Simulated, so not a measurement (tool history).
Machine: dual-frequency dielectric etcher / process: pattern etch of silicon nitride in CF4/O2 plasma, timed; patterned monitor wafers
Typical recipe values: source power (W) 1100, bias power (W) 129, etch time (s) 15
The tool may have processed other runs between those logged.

run,hour,source power (W),bias power (W),etch time (s),"read-back reference wafer on the same gauge, depth_nm",mean etch depth across the wafer (Å)
1,0,1100,129,15,45.5,513
2,19.6,1100,129,15,45.5,507
3,50.5,1100,129,15,45.5,511
4,62.8,1100,129,15,45.4,504
5,96,1100,129,15,45.5,504
6,130.6,1100,129,15,45.5,508
7,150.8,1100,129,15,45.5,501
8,168.7,1100,129,15,45.5,500
9,183.8,1100,129,15,45.5,498
10,211.6,1100,129,15,45.5,498
11,238.2,1100,129,15,45.5,501
12,266.8,1100,129,15,45.5,495

What does the tool deliver on the next run?
13,283.8,1260,129,15,?,?

read-back reference wafer on the same gauge, depth_nm: 45.4
mean etch depth across the wafer (Å): 531
With no hidden state in the tool, this same run would have given mean etch depth across the wafer (Å) 559.
